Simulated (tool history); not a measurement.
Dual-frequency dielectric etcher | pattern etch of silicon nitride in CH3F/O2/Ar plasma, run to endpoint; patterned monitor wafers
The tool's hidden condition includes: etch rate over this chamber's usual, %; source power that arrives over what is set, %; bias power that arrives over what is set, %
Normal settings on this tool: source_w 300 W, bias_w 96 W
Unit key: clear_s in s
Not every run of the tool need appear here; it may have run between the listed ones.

run	day	source_w	bias_w	wafers since the last listed run	hours since the last wet clean	hours since the last source power generator calibration	hours since the last bias power generator calibration	hours since the last upper electrode change	incoming incoming film thickness, nm	clear_s
1	0	300	101	0	431.8	1871.9	3028.4	4295.8	32.9	46.4
2	2.529	300	101	799	492.5	1932.6	3089.1	4356.5	32.78	46.6
3	4.179	300	84	521	532.1	1972.2	3128.7	4396.1	32.95	51.7
# day 5.267: wet clean of the chamber
4	6.071	300	84	281	19.3	2017.6	3174.1	4441.5	32.47	53.1
5	8.442	300	84	749	76.2	2074.5	3231	4498.4	32.74	53.1
6	9.75	350	96	413	107.6	2105.9	3262.4	4529.8	32.66	47.3
7	11.388	350	96	517	146.9	2145.2	3301.7	4569.1	32.59	46.6
8	14.258	300	96	907	215.8	2214.1	3370.6	4638	32.57	48.8
9	16.904	300	96	835	279.3	2277.6	3434.1	4701.5	32.87	48.3
10	19.388	300	96	784	338.9	2337.2	3493.7	4761.1	33.03	48.8
11	20.746	300	96	429	371.5	2369.8	3526.3	4793.7	32.71	47.6
# day 22.608: wet clean of the chamber
12	23.629	260	74	595	24.5	2439	3595.5	4862.9	32.58	60
13	24.879	350	96	394	54.5	2469	3625.5	4892.9	32.72	47.4
14	26.658	230	79	562	97.2	2511.7	3668.2	4935.6	33.14	59.2
15	28.7	240	75	645	146.2	2560.7	3717.2	4984.6	32.4	58.1
# day 30.521: upper electrode replaced
16	30.542	300	115	265	190.4	2604.9	3761.4	0.5	32.64	44.5
17	31.046	230	107	159	202.5	2617	3773.5	12.6	32.5	49.3
18	32.608	270	76	493	240	2654.5	3811	50.1	32.58	56.3
19	34.138	340	87	483	276.7	2691.2	3847.7	86.8	32.85	49.5
# day 34.775: bias power generator calibrated
20	36.958	320	117	838	344.4	2758.9	52.4	154.5	32.61	42.7
# day 37.954: source power generator calibrated
# day 44.721: wet clean of the chamber
21	44.742	300	96	2090	0.5	162.9	239.2	341.3	32.89	50.5
22	45.021	340	117	88	7.2	169.6	245.9	348	33.06	43.4
23	47.308	300	96	722	62.1	224.5	300.8	402.9	32.82	49.9
24	49.496	300	96	691	114.6	277	353.3	455.4	32.68	49.2
25	51.729	300	116	705	168.2	330.6	406.9	509	32.82	44.2
26	53.808	300	96	656	218.1	380.5	456.8	558.9	32.44	48.1
27	56.679	300	96	907	287	449.4	525.7	627.8	32.47	48.1
28	58.858	270	88	688	339.3	501.7	578	680.1	32.46	51.2
29	61.342	300	107	784	398.9	561.3	637.6	739.7	32.82	45
# day 62.871: wet clean of the chamber
30	63.883	240	78	487	24.3	622.3	698.6	800.7	32.66	59.2
31	65.829	300	101	614	71	669	745.3	847.4	32.72	48
32	68.508	250	119	846	135.3	733.3	809.6	911.7	32.63	46.2
33	70.892	300	96	753	192.5	790.5	866.8	968.9	32.81	49.6
34	73.454	300	81	809	254	852	928.3	1030.4	32.67	52.8
35	75.5	300	84	646	303.1	901.1	977.4	1079.5	32.53	52

Results per run with the tool's hidden condition removed, run-to-run variation unchanged:
run	clear_s
1	48.5
2	49
3	54.7
4	53.6
5	54
6	48.2
7	47.7
8	50.3
9	50.1
10	50.9
11	49.9
12	60.4
13	47.9
14	60
15	59.3
16	45.6
17	50.5
18	58
19	51.2
20	44.5
21	50.8
22	43.7
23	50.5
24	50.1
25	45.2
26	49.5
27	49.9
28	53.3
29	47.2
30	59.6
31	48.6
32	47.1
33	50.9
34	54.5
35	54
